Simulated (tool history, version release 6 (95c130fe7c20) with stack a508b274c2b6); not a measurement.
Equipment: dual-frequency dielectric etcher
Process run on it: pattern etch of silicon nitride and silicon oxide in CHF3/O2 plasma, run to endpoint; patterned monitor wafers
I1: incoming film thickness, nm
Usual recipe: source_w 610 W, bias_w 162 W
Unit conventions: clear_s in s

run 1 day=0.000 | source_w=610 bias_w=162 | I1=172.7 | clear_s=109.6
run 2 day=1.171 | source_w=610 bias_w=162 | I1=171.6 | clear_s=108.5
run 3 day=2.708 | source_w=710 bias_w=172 | I1=174.6 | clear_s=98.7
run 4 day=4.583 | source_w=710 bias_w=172 | I1=172.8 | clear_s=98.6
run 5 day=6.996 | source_w=710 bias_w=172 | I1=174.3 | clear_s=99.0
run 6 day=9.254 | source_w=610 bias_w=162 | I1=171.5 | clear_s=109.1
run 7 day=11.683 | source_w=610 bias_w=162 | I1=173.0 | clear_s=110.3
run 8 day=14.275 | source_w=610 bias_w=162 | I1=172.7 | clear_s=110.8
-- day=16.229 wet clean of the chamber
run 9 day=17.229 | source_w=610 bias_w=174 | I1=174.5 | clear_s=109.1
run 10 day=19.483 | source_w=610 bias_w=174 | I1=171.7 | clear_s=107.4
run 11 day=21.371 | source_w=610 bias_w=130 | I1=173.4 | clear_s=119.1
-- day=24.458 upper electrode replaced, of another model than before
run 12 day=24.479 | source_w=760 bias_w=149 | I1=172.6 | clear_s=100.4
-- day=24.938 bias power generator calibrated
-- day=26.004 source power generator calibrated
run 13 day=26.588 | source_w=710 bias_w=172 | I1=173.1 | clear_s=98.2
run 14 day=28.462 | source_w=550 bias_w=185 | I1=173.7 | clear_s=108.5
run 15 day=31.217 | source_w=720 bias_w=162 | I1=173.8 | clear_s=99.1
run 16 day=33.650 | source_w=610 bias_w=146 | I1=173.4 | clear_s=108.1
run 17 day=36.188 | source_w=510 bias_w=162 | I1=172.6 | clear_s=115.4
run 18 day=37.929 | source_w=530 bias_w=195 | I1=173.2 | clear_s=109.3
-- day=40.279 wet clean of the chamber
run 19 day=40.408 | source_w=610 bias_w=162 | I1=174.2 | clear_s=106.7
run 20 day=42.492 | source_w=750 bias_w=130 | I1=174.2 | clear_s=101.4
run 21 day=45.167 | source_w=610 bias_w=180 | I1=172.0 | clear_s=103.3
run 22 day=48.092 | source_w=460 bias_w=201 | I1=173.6 | clear_s=117.5
run 23 day=50.208 | source_w=560 bias_w=139 | I1=173.9 | clear_s=115.0

Same runs, no hidden state in the tool, same run-to-run variation:
Hidden state present: etch rate over this chamber's usual, %; source power that arrives over what is set, %; bias power that arrives over what is set, %.
run=1 clear_s=106.1
run=2 clear_s=104.9
run=3 clear_s=95.4
run=4 clear_s=95.3
run=5 clear_s=95.6
run=6 clear_s=105.3
run=7 clear_s=106.3
run=8 clear_s=106.7
run=9 clear_s=105.0
run=10 clear_s=103.3
run=11 clear_s=114.4
run=12 clear_s=97.4
run=13 clear_s=98.4
run=14 clear_s=108.7
run=15 clear_s=99.2
run=16 clear_s=108.2
run=17 clear_s=115.3
run=18 clear_s=109.2
run=19 clear_s=106.6
run=20 clear_s=101.2
run=21 clear_s=103.1
run=22 clear_s=117.2
run=23 clear_s=114.6
